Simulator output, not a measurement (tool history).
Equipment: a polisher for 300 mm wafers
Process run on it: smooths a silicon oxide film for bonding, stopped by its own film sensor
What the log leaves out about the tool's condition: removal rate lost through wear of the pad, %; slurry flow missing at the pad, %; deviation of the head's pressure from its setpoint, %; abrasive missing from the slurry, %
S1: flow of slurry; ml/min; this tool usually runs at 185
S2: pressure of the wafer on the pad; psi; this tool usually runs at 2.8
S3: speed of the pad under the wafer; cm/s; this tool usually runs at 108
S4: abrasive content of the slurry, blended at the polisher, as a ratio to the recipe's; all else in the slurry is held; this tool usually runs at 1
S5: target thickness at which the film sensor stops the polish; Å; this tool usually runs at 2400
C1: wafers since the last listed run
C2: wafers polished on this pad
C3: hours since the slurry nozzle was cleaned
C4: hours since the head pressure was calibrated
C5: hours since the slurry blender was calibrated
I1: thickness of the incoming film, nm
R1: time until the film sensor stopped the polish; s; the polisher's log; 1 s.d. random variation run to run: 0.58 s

run    hour   S1   S2   S3    S4    S5    C1    C2     C3     C4     C5     I1    R1
  1       0  185  2.8  108     1  2400     0  3025  359.5  891.1  535.4  282.1  40.8
       54.6  -- head pressure recalibrated
  2   106.5  185  2.8  108     1  2400   759  3784    466   51.9  641.9  277.2  40.9
      151.7  -- slurry blender recalibrated
  3   166.1  185  2.8  108  0.85  2400   418  4203  525.6  111.5   14.4  284.7  47.9
  4   230.3  185  2.8  108  0.85  2400   466  4669  589.8  175.7   78.6  283.6  45.6
      278.3  -- worn pad replaced by a new one
  5     284  185  2.8  108  0.85  2400   361    41  643.5  229.4  132.3  279.5  41.3
      343.1  -- slurry nozzle cleaned
  6   553.8  225  2.8  108     1  2400  1953  1994  210.7  499.2  402.1  279.6  38.2
  7     624  225  2.8  108     1  2400   510  2504  280.9  569.4  472.3    281  39.5
  8   668.4  225  2.8  136     1  2400   322  2827  325.3  613.8  516.7    276  30.1
  9   739.1  225  2.8  136     1  2400   513  3340    396  684.5  587.4  281.3  33.7
 10   782.8  185  2.8  108   0.8  2400   317  3658  439.7  728.2  631.1  276.9  40.6
        808  -- slurry blender recalibrated
 11   856.7  185  2.8   98     1  2400   522  4180  513.6  802.1   48.7  281.2  40.4
 12   956.9  185  2.8   88  1.15  2310   728  4909  613.8  902.3  148.9    276  44.8
      967.8  -- head pressure recalibrated
 13   994.6  185  2.8  108   1.2  2260   259  5168  651.5   26.8  186.6  283.4  53.5
     1045.6  -- worn pad replaced by a new one
       1082  -- slurry nozzle cleaned
 14  1092.7  245  3.4  108   1.1  2320   676   334   10.7  124.9  284.7  276.1  34.7
 15  1133.5  150  3.6  108     1  2400   296   631   51.5  165.7  325.5  285.3  36.9
 16  1195.9  185  2.8  108     1  2400   453  1084  113.9  228.1  387.9  274.3  34.5
 17  1273.7  185  2.5  108  0.75  2400   565  1650  191.7  305.9  465.7    281  55.5
     1429.9  -- slurry blender recalibrated
 18  1585.2  185  3.3  124  1.25  2400  2249  3899  503.2  617.4  155.3  279.4  24.8
 19  1663.6  185  2.8  108     1  2400   569  4468  581.6  695.8  233.7  274.3  32.5
     1727.7  -- worn pad replaced by a new one
 20  1753.8  185  2.8  108     1  2400   626   189  671.8    786  323.9  280.5  37.9
     1763.2  -- head pressure recalibrated
     1789.4  -- slurry nozzle cleaned
 21  1856.4  185  2.8  108     1  2400   723   913     67   93.2  426.5  282.7  44.1
 22  1919.7  185  2.8  108  1.25  2400   459  1373  130.3  156.5  489.8  278.9  36.4
 23  1983.8  215  2.8  108     1  2310   465  1839  194.4  220.6  553.9    283  55.3
     2036.7  -- slurry blender recalibrated
 24  2048.3  185  2.8   92     1  2400   454  2293  258.9  285.1   11.6  280.5  44.1
 25  2133.5  185  2.8  108     1  2400   619  2912  344.1  370.3   96.8  282.2  41.2
 26  2196.8  165  3.6  108   0.8  2340   459  3372  407.4  433.6  160.1    279    39
 27  2303.6  140  3.3   82   0.8  2400   776  4148  514.2  540.4  266.9  275.8  43.9
     2347.7  -- worn pad replaced by a new one
 28    2358  185  2.4  118  0.85  2490   366    75  568.6  594.8  321.3  282.1  39.3
 29  2448.8  185  2.2  108     1  2400   659   734  659.4  685.6  412.1  282.5  52.2
     2503.4  -- slurry nozzle cleaned
 30  2542.8  150  2.8  108   1.2  2400   675  1410   39.4  779.6  506.1  284.6  42.5
 31  2641.5  150  2.8  138  0.85  2520   717  2127  138.1  878.3  604.8  274.6  21.1

Hidden condition of the tool, last listed run before each entry between runs versus first listed run after:
Logged between run 1 and run 2: head pressure recalibrated (hour 54.6)
  deviation of the head's pressure from its setpoint, %: 11.5 -> 2.45; abrasive missing from the slurry, %: 17.6 -> 20.8
  measured value less the no-hidden-state value, R1: -0.4 -> +3.7 s
Logged between run 2 and run 3: slurry blender recalibrated (hour 151.7)
  deviation of the head's pressure from its setpoint, %: 2.45 -> 3.16; abrasive missing from the slurry, %: 20.8 -> 0.478
  measured value less the no-hidden-state value, R1: +3.7 -> -1.4 s
Logged between run 4 and run 5: worn pad replaced by a new one (hour 278.3)
  deviation of the head's pressure from its setpoint, %: 3.92 -> 4.56; abrasive missing from the slurry, %: 2.43 -> 4.06
  measured value less the no-hidden-state value, R1: -1.2 -> -0.9 s
Logged between run 5 and run 6: slurry nozzle cleaned (hour 343.1)
  deviation of the head's pressure from its setpoint, %: 4.56 -> 7.78; abrasive missing from the slurry, %: 4.06 -> 12.2
  measured value less the no-hidden-state value, R1: -0.9 -> -0.4 s
Logged between run 10 and run 11: slurry blender recalibrated (hour 808)
  deviation of the head's pressure from its setpoint, %: 10.5 -> 11.4; abrasive missing from the slurry, %: 19.2 -> 2.85
  measured value less the no-hidden-state value, R1: +0.9 -> -4 s
Logged between run 12 and run 13: head pressure recalibrated (hour 967.8)
  deviation of the head's pressure from its setpoint, %: 12.6 -> 1.33; abrasive missing from the slurry, %: 5.89 -> 7.04
  measured value less the no-hidden-state value, R1: -4.3 -> +1 s
Logged between run 13 and run 14: worn pad replaced by a new one (hour 1045.6); slurry nozzle cleaned (hour 1082)
  deviation of the head's pressure from its setpoint, %: 1.33 -> 2.5; abrasive missing from the slurry, %: 7.04 -> 10
  measured value less the no-hidden-state value, R1: +1 -> +0.9 s
Logged between run 17 and run 18: slurry blender recalibrated (hour 1429.9)
  deviation of the head's pressure from its setpoint, %: 4.66 -> 8.37; abrasive missing from the slurry, %: 15.5 -> 4.96
  measured value less the no-hidden-state value, R1: +2.9 -> -1.5 s
Logged between run 19 and run 20: worn pad replaced by a new one (hour 1727.7)
  deviation of the head's pressure from its setpoint, %: 9.31 -> 10.4; abrasive missing from the slurry, %: 7.34 -> 10.1
  measured value less the no-hidden-state value, R1: -1.7 -> -1.8 s
Logged between run 20 and run 21: head pressure recalibrated (hour 1763.2); slurry nozzle cleaned (hour 1789.4)
  deviation of the head's pressure from its setpoint, %: 10.4 -> 1.49; abrasive missing from the slurry, %: 10.1 -> 13.2
  measured value less the no-hidden-state value, R1: -1.8 -> +2.4 s
Logged between run 23 and run 24: slurry blender recalibrated (hour 2036.7)
  deviation of the head's pressure from its setpoint, %: 3 -> 3.77; abrasive missing from the slurry, %: 17.1 -> 4.06
  measured value less the no-hidden-state value, R1: +3.5 -> -0.7 s
Logged between run 27 and run 28: worn pad replaced by a new one (hour 2347.7)
  deviation of the head's pressure from its setpoint, %: 6.82 -> 7.47; abrasive missing from the slurry, %: 11.8 -> 13.5
  measured value less the no-hidden-state value, R1: +0.3 -> +0.3 s
Logged between run 29 and run 30: slurry nozzle cleaned (hour 2503.4)
  deviation of the head's pressure from its setpoint, %: 8.55 -> 9.67; abrasive missing from the slurry, %: 16.2 -> 19.1
  measured value less the no-hidden-state value, R1: +0.4 -> +0.3 s
